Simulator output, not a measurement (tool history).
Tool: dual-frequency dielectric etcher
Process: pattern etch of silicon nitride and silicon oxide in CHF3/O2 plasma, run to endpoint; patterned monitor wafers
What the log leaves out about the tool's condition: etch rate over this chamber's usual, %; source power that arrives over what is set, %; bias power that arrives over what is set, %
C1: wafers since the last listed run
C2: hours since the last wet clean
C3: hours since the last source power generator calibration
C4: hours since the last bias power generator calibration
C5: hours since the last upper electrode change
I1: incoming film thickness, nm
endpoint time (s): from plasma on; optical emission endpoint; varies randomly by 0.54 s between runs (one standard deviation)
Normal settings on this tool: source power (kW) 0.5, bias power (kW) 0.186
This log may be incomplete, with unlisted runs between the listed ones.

Run 1, hour 0: usual settings; C1 0; C2 324.4; C3 2902.4; C4 3102.9; C5 4385.5; I1 212.2. Result: endpoint time (s) 145.1.
Run 2, hour 55.3: usual settings; C1 509; C2 379.7; C3 2957.7; C4 3158.2; C5 4440.8; I1 210.9. Result: endpoint time (s) 143.3.
Run 3, hour 122.8: usual settings but source power (kW) 0.55; C1 622; C2 447.2; C3 3025.2; C4 3225.7; C5 4508.3; I1 210.1. Result: endpoint time (s) 137.1.
At hour 180: wet clean of the chamber.
Run 4, hour 180.5: usual settings but bias power (kW) 0.17; C1 310; C2 0.5; C3 3082.9; C4 3283.4; C5 4566; I1 210. Result: endpoint time (s) 151.7.
Run 5, hour 220.2: usual settings but bias power (kW) 0.17; C1 366; C2 40.2; C3 3122.6; C4 3323.1; C5 4605.7; I1 209.4. Result: endpoint time (s) 150.9.
Run 6, hour 253.6: usual settings but bias power (kW) 0.17; C1 307; C2 73.6; C3 3156; C4 3356.5; C5 4639.1; I1 211.2. Result: endpoint time (s) 151.6.
Run 7, hour 281.6: usual settings; C1 258; C2 101.6; C3 3184; C4 3384.5; C5 4667.1; I1 210.6. Result: endpoint time (s) 146.7.
Run 8, hour 320.1: usual settings but bias power (kW) 0.166; C1 354; C2 140.1; C3 3222.5; C4 3423; C5 4705.6; I1 207.7. Result: endpoint time (s) 150.
Run 9, hour 371.1: usual settings but source power (kW) 0.54, bias power (kW) 0.168; C1 470; C2 191.1; C3 3273.5; C4 3474; C5 4756.6; I1 210.7. Result: endpoint time (s) 145.2.
At hour 434.3: bias power generator calibrated.
Run 10, hour 434.8: usual settings but source power (kW) 0.54, bias power (kW) 0.168; C1 550; C2 254.8; C3 3337.2; C4 0.5; C5 4820.3; I1 211.8. Result: endpoint time (s) 145.2.
Run 11, hour 491.1: usual settings; C1 519; C2 311.1; C3 3393.5; C4 56.8; C5 4876.6; I1 208.5. Result: endpoint time (s) 141.5.
Run 12, hour 541.6: usual settings; C1 465; C2 361.6; C3 3444; C4 107.3; C5 4927.1; I1 210.7. Result: endpoint time (s) 143.4.
Run 13, hour 587.3: usual settings but bias power (kW) 0.151; C1 421; C2 407.3; C3 3489.7; C4 153; C5 4972.8; I1 210.3. Result: endpoint time (s) 153.1.
Run 14, hour 617.6: usual settings but bias power (kW) 0.163; C1 279; C2 437.6; C3 3520; C4 183.3; C5 5003.1; I1 211.4. Result: endpoint time (s) 149.7.
Run 15, hour 663.5: usual settings but bias power (kW) 0.163; C1 423; C2 483.5; C3 3565.9; C4 229.2; C5 5049; I1 208.7. Result: endpoint time (s) 145.8.
At hour 717.6: wet clean of the chamber.
Run 16, hour 718: usual settings but bias power (kW) 0.206; C1 281; C2 0.4; C3 3620.4; C4 283.7; C5 5103.5; I1 211.5. Result: endpoint time (s) 142.8.
Run 17, hour 788.2: usual settings but bias power (kW) 0.211; C1 647; C2 70.6; C3 3690.6; C4 353.9; C5 5173.7; I1 211.2. Result: endpoint time (s) 140.6.
Run 18, hour 825: usual settings; C1 339; C2 107.4; C3 3727.4; C4 390.7; C5 5210.5; I1 210.8. Result: endpoint time (s) 145.7.
Run 19, hour 856.3: usual settings but source power (kW) 0.41, bias power (kW) 0.228; C1 288; C2 138.7; C3 3758.7; C4 422; C5 5241.8; I1 210. Result: endpoint time (s) 146.9.
Run 20, hour 901.2: usual settings; C1 413; C2 183.6; C3 3803.6; C4 466.9; C5 5286.7; I1 211.1. Result: endpoint time (s) 144.4.
Run 21, hour 967.5: usual settings but source power (kW) 0.55, bias power (kW) 0.155; C1 611; C2 249.9; C3 3869.9; C4 533.2; C5 5353; I1 210.3. Result: endpoint time (s) 146.6.
Run 22, hour 1028: usual settings but source power (kW) 0.45, bias power (kW) 0.173; C1 557; C2 310.4; C3 3930.4; C4 593.7; C5 5413.5; I1 210.5. Result: endpoint time (s) 153.4.
Run 23, hour 1085: usual settings but source power (kW) 0.62, bias power (kW) 0.225; C1 525; C2 367.4; C3 3987.4; C4 650.7; C5 5470.5; I1 211.5. Result: endpoint time (s) 121.8.
Run 24, hour 1136: usual settings but source power (kW) 0.56, bias power (kW) 0.152; C1 470; C2 418.4; C3 4038.4; C4 701.7; C5 5521.5; I1 209.7. Result: endpoint time (s) 143.
Run 25, hour 1193.2: usual settings; C1 527; C2 475.6; C3 4095.6; C4 758.9; C5 5578.7; I1 210.1. Result: endpoint time (s) 140.1.
Run 26, hour 1222.1: usual settings; C1 266; C2 504.5; C3 4124.5; C4 787.8; C5 5607.6; I1 207.9. Result: endpoint time (s) 139.1.
At hour 1238.5: source power generator calibrated.
At hour 1257.2: wet clean of the chamber.
At hour 1302.1: upper electrode replaced.
Run 27, hour 1302.6: usual settings but source power (kW) 0.4, bias power (kW) 0.201; C1 311; C2 45.4; C3 64.1; C4 868.3; C5 0.5; I1 210.7. Result: endpoint time (s) 158.9.
Run 28, hour 1350.4: usual settings but source power (kW) 0.39; C1 440; C2 93.2; C3 111.9; C4 916.1; C5 48.3; I1 208.8. Result: endpoint time (s) 162.7.
Run 29, hour 1406: usual settings but bias power (kW) 0.224; C1 512; C2 148.8; C3 167.5; C4 971.7; C5 103.9; I1 209.7. Result: endpoint time (s) 137.4.
Run 30, hour 1456.4: usual settings but source power (kW) 0.58, bias power (kW) 0.207; C1 464; C2 199.2; C3 217.9; C4 1022.1; C5 154.3; I1 211.2. Result: endpoint time (s) 132.7.
Run 31, hour 1506.3: usual settings but source power (kW) 0.4, bias power (kW) 0.208; C1 460; C2 249.1; C3 267.8; C4 1072; C5 204.2; I1 210.6. Result: endpoint time (s) 154.4.
Run 32, hour 1560.2: usual settings but source power (kW) 0.53; C1 496; C2 303; C3 321.7; C4 1125.9; C5 258.1; I1 212.2. Result: endpoint time (s) 141.4.
Run 33, hour 1610.7: usual settings but source power (kW) 0.4, bias power (kW) 0.214; C1 465; C2 353.5; C3 372.2; C4 1176.4; C5 308.6; I1 210.6. Result: endpoint time (s) 151.9.
Run 34, hour 1636: usual settings but source power (kW) 0.53, bias power (kW) 0.155; C1 233; C2 378.8; C3 397.5; C4 1201.7; C5 333.9; I1 210.3. Result: endpoint time (s) 147.7.
Run 35, hour 1661.4: usual settings but source power (kW) 0.44, bias power (kW) 0.14; C1 234; C2 404.2; C3 422.9; C4 1227.1; C5 359.3; I1 211.2. Result: endpoint time (s) 166.9.
At hour 1723: wet clean of the chamber.
Run 36, hour 1867.2: usual settings; C1 1676; C2 144.2; C3 628.7; C4 1432.9; C5 565.1; I1 208.1. Result: endpoint time (s) 145.

Alternative continuations, all from the tool just after run 36; predict every row:
Run A, hour 1867.7: usual settings but source power (kW) 0.44; C1 4; C2 144.7; C3 629.2; C4 1433.4; C5 565.6; I1 210. Result: endpoint time (s) ?.
Run B, hour 1867.7: usual settings but source power (kW) 0.47, bias power (kW) 0.226; C1 4; C2 144.7; C3 629.2; C4 1433.4; C5 565.6; I1 210. Result: endpoint time (s) ?.
Run C, hour 1867.7: usual settings but source power (kW) 0.59, bias power (kW) 0.2; C1 4; C2 144.7; C3 629.2; C4 1433.4; C5 565.6; I1 210. Result: endpoint time (s) ?.

run  endpoint time (s)
  A              155.7
  B              141.2
  C              133.3
Take away the tool's hidden state, keep each run's random variation, and the runs would have read:
run  endpoint time (s)
  A              156.8
  B              142.1
  C              134.3
